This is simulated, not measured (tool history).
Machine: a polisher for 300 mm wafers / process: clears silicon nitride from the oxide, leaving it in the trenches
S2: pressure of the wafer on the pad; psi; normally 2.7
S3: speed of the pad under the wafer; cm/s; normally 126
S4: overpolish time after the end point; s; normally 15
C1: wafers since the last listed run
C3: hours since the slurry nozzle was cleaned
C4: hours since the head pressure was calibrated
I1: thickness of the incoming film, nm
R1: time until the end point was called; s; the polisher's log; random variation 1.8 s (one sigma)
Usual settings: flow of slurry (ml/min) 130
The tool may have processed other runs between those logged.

run 1 hour=0 | flow_of_slurry_(ml/min)=130 S2=2.7 S3=126 S4=21 | C1=0 wafers_polished_on_this_pad=35 C3=572.8 C4=517.6 | I1=131.8 | R1=106.5
run 2 hour=69.4 | flow_of_slurry_(ml/min)=130 S2=2.7 S3=126 S4=21 | C1=283 wafers_polished_on_this_pad=319 C3=642.2 C4=587 | I1=130.4 | R1=109.8
run 3 hour=133.5 | flow_of_slurry_(ml/min)=130 S2=2.7 S3=126 S4=21 | C1=262 wafers_polished_on_this_pad=581 C3=706.3 C4=651.1 | I1=131.1 | R1=108.5
run 4 hour=162.1 | flow_of_slurry_(ml/min)=130 S2=2.7 S3=126 S4=15 | C1=116 wafers_polished_on_this_pad=698 C3=734.9 C4=679.7 | I1=130.2 | R1=106.4
run 5 hour=225.5 | flow_of_slurry_(ml/min)=130 S2=2.7 S3=126 S4=15 | C1=259 wafers_polished_on_this_pad=957 C3=798.3 C4=743.1 | I1=127.9 | R1=107.1
-- hour=265.3 slurry nozzle cleaned
run 6 hour=276.1 | flow_of_slurry_(ml/min)=130 S2=3.1 S3=126 S4=15 | C1=202 wafers_polished_on_this_pad=1160 C3=10.8 C4=793.7 | I1=127.8 | R1=110.6
run 7 hour=311.7 | flow_of_slurry_(ml/min)=130 S2=2.7 S3=126 S4=15 | C1=145 wafers_polished_on_this_pad=1305 C3=46.4 C4=829.3 | I1=129.9 | R1=124
-- hour=338.9 worn pad replaced by a new one
run 8 hour=376.5 | flow_of_slurry_(ml/min)=130 S2=2.7 S3=126 S4=15 | C1=248 wafers_polished_on_this_pad=153 C3=111.2 C4=894.1 | I1=128.7 | R1=125
run 9 hour=430.7 | flow_of_slurry_(ml/min)=130 S2=2.7 S3=140 S4=15 | C1=221 wafers_polished_on_this_pad=375 C3=165.4 C4=948.3 | I1=129.1 | R1=119.4
-- hour=445 slurry nozzle cleaned, repeated, since the last time left the tool worse
run 10 hour=489.9 | flow_of_slurry_(ml/min)=130 S2=2.7 S3=140 S4=15 | C1=237 wafers_polished_on_this_pad=613 C3=44.9 C4=1007.5 | I1=131.3 | R1=93.5
run 11 hour=521.7 | flow_of_slurry_(ml/min)=130 S2=2.7 S3=126 S4=15 | C1=130 wafers_polished_on_this_pad=743 C3=76.7 C4=1039.3 | I1=129 | R1=102.1
run 12 hour=584 | flow_of_slurry_(ml/min)=130 S2=2.7 S3=126 S4=15 | C1=254 wafers_polished_on_this_pad=998 C3=139 C4=1101.6 | I1=131.2 | R1=106.2
run 13 hour=623 | flow_of_slurry_(ml/min)=130 S2=2.7 S3=126 S4=15 | C1=159 wafers_polished_on_this_pad=1157 C3=178 C4=1140.6 | I1=131.1 | R1=104.2
-- hour=669.3 worn pad replaced by a new one
run 14 hour=670.6 | flow_of_slurry_(ml/min)=130 S2=2.7 S3=126 S4=15 | C1=178 wafers_polished_on_this_pad=5 C3=225.6 C4=1188.2 | I1=128.5 | R1=100.5
run 15 hour=736.1 | flow_of_slurry_(ml/min)=130 S2=2.7 S3=126 S4=15 | C1=267 wafers_polished_on_this_pad=273 C3=291.1 C4=1253.7 | I1=130.2 | R1=101.9
run 16 hour=804.7 | flow_of_slurry_(ml/min)=160 S2=3.5 S3=138 S4=15 | C1=280 wafers_polished_on_this_pad=553 C3=359.7 C4=1322.3 | I1=129.5 | R1=77.3

Predict the results of run 17:
run 17 hour=842.2 | flow_of_slurry_(ml/min)=95 S2=2.7 S3=164 S4=15 | C1=153 wafers_polished_on_this_pad=706 C3=397.2 C4=1359.8 | I1=130 | R1=?

Run 17 gave R1 90.4 s.
Were there no unlogged condition in the tool, this run, its random variation unchanged, would have produced R1 85.9 s.
